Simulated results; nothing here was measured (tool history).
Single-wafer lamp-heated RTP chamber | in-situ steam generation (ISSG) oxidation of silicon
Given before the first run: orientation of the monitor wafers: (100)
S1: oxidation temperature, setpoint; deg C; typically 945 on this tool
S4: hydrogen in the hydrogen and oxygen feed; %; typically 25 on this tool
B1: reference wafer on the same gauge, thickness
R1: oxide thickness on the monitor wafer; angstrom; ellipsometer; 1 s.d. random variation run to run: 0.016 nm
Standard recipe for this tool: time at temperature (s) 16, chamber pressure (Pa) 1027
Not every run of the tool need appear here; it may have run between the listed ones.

run 1 hour=0.0 | S1=945 time_at_temperature_(s)=16 chamber_pressure_(Pa)=1027 S4=25 | B1=4.414 | R1=39.47
run 2 hour=20.8 | S1=945 time_at_temperature_(s)=16 chamber_pressure_(Pa)=1027 S4=25 | B1=4.412 | R1=39.69
run 3 hour=50.3 | S1=945 time_at_temperature_(s)=16 chamber_pressure_(Pa)=1027 S4=25 | B1=4.414 | R1=39.36
run 4 hour=72.5 | S1=940 time_at_temperature_(s)=16 chamber_pressure_(Pa)=1027 S4=25 | B1=4.418 | R1=39.29
-- hour=90.0 gauge calibrated
run 5 hour=97.2 | S1=940 time_at_temperature_(s)=16 chamber_pressure_(Pa)=1027 S4=25 | B1=4.412 | R1=39.49
run 6 hour=109.3 | S1=945 time_at_temperature_(s)=16 chamber_pressure_(Pa)=1027 S4=25 | B1=4.408 | R1=39.74
run 7 hour=127.4 | S1=945 time_at_temperature_(s)=16 chamber_pressure_(Pa)=1027 S4=25 | B1=4.409 | R1=40.19
run 8 hour=160.0 | S1=945 time_at_temperature_(s)=16 chamber_pressure_(Pa)=1027 S4=25 | B1=4.409 | R1=40.11
run 9 hour=173.9 | S1=945 time_at_temperature_(s)=16 chamber_pressure_(Pa)=1027 S4=25 | B1=4.410 | R1=39.94
-- hour=191.6 pyrometer window cleaned and pyrometer calibrated
run 10 hour=194.9 | S1=945 time_at_temperature_(s)=16 chamber_pressure_(Pa)=1027 S4=25 | B1=4.410 | R1=38.95
run 11 hour=215.5 | S1=945 time_at_temperature_(s)=13 chamber_pressure_(Pa)=1173 S4=25 | B1=4.405 | R1=35.43
-- hour=234.4 pressure gauge zeroed
run 12 hour=243.8 | S1=945 time_at_temperature_(s)=12 chamber_pressure_(Pa)=920 S4=15 | B1=4.415 | R1=30.33
run 13 hour=275.4 | S1=930 time_at_temperature_(s)=16 chamber_pressure_(Pa)=920 S4=25 | B1=4.410 | R1=37.26
run 14 hour=290.4 | S1=936 time_at_temperature_(s)=16 chamber_pressure_(Pa)=973 S4=16 | B1=4.407 | R1=33.86
run 15 hour=311.2 | S1=934 time_at_temperature_(s)=16 chamber_pressure_(Pa)=1027 S4=25 | B1=4.423 | R1=37.80
run 16 hour=345.5 | S1=933 time_at_temperature_(s)=14 chamber_pressure_(Pa)=1027 S4=28 | B1=4.406 | R1=36.81
run 17 hour=363.6 | S1=957 time_at_temperature_(s)=21 chamber_pressure_(Pa)=1027 S4=25 | B1=4.415 | R1=44.59
run 18 hour=442.4 | S1=945 time_at_temperature_(s)=16 chamber_pressure_(Pa)=1027 S4=25 | B1=4.403 | R1=38.73
run 19 hour=455.0 | S1=945 time_at_temperature_(s)=19 chamber_pressure_(Pa)=1027 S4=25 | B1=4.407 | R1=41.20
-- hour=465.9 hydrogen flow controller replaced
run 20 hour=480.6 | S1=929 time_at_temperature_(s)=16 chamber_pressure_(Pa)=1027 S4=25 | B1=4.409 | R1=37.24
run 21 hour=541.0 | S1=957 time_at_temperature_(s)=19 chamber_pressure_(Pa)=1200 S4=25 | B1=4.410 | R1=42.32
run 22 hour=576.1 | S1=953 time_at_temperature_(s)=10 chamber_pressure_(Pa)=1027 S4=25 | B1=4.400 | R1=33.35
run 23 hour=604.9 | S1=962 time_at_temperature_(s)=12 chamber_pressure_(Pa)=1147 S4=25 | B1=4.412 | R1=36.42
run 24 hour=618.6 | S1=945 time_at_temperature_(s)=16 chamber_pressure_(Pa)=1027 S4=25 | B1=4.400 | R1=39.06
run 25 hour=649.2 | S1=939 time_at_temperature_(s)=16 chamber_pressure_(Pa)=947 S4=31 | B1=4.408 | R1=40.62

Run 26 has not been measured yet. What should we expect?
run 26 hour=683.5 | S1=935 time_at_temperature_(s)=16 chamber_pressure_(Pa)=1200 S4=25 | B1=? | R1=?

Run 26 produced B1 4.421, R1 37.39 angstrom.
If the tool had no hidden condition, the same run with the same run-to-run variation would have returned R1 37.04 angstrom.

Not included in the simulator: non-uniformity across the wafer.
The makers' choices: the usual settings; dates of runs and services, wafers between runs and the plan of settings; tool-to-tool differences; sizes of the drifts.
